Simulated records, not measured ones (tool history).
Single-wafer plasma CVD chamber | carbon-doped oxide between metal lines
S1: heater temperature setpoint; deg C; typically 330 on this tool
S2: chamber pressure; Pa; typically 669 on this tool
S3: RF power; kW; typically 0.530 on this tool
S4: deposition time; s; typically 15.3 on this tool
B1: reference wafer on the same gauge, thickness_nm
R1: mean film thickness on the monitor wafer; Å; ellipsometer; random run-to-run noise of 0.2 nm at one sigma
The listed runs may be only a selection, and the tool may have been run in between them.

Run 1, day 0.000: usual settings; B1 74.615. Result: R1 816.31 Å.
Run 2, day 2.833: usual settings but S4 16.7 s; B1 74.618. Result: R1 889.91 Å.
At day 4.350: gauge calibrated.
Run 3, day 5.708: usual settings; B1 74.661. Result: R1 818.46 Å.
Run 4, day 7.867: usual settings; B1 74.562. Result: R1 818.55 Å.
Run 5, day 12.425: usual settings; B1 74.656. Result: R1 818.84 Å.
Run 6, day 13.638: usual settings but S1 326 deg C, S4 14.0 s; B1 74.569. Result: R1 760.04 Å.
Run 7, day 14.921: usual settings but S1 326 deg C, S4 14.0 s; B1 74.609. Result: R1 760.37 Å.
Run 8, day 16.921: usual settings but S4 14.2 s; B1 74.618. Result: R1 760.77 Å.
Run 9, day 18.067: usual settings but S4 14.2 s; B1 74.611. Result: R1 761.36 Å.
Run 10, day 20.233: usual settings but S4 13.0 s; B1 74.634. Result: R1 697.40 Å.
Run 11, day 22.588: usual settings but S4 13.0 s; B1 74.643. Result: R1 699.92 Å.
Run 12, day 24.821: usual settings but S4 13.0 s; B1 74.554. Result: R1 701.05 Å.
Run 13, day 26.738: usual settings but S4 14.2 s; B1 74.649. Result: R1 764.55 Å.

Run 14 has not been measured yet. What should we expect?
Run 14, day 27.750: usual settings but S3 0.620 kW; B1 ?. Result: R1 ?.

{"run 14": {"B1": 74.585, "R1": 939.21}}
The same run, on a tool lacking any hidden state, would have yielded R1 921.03 Å.

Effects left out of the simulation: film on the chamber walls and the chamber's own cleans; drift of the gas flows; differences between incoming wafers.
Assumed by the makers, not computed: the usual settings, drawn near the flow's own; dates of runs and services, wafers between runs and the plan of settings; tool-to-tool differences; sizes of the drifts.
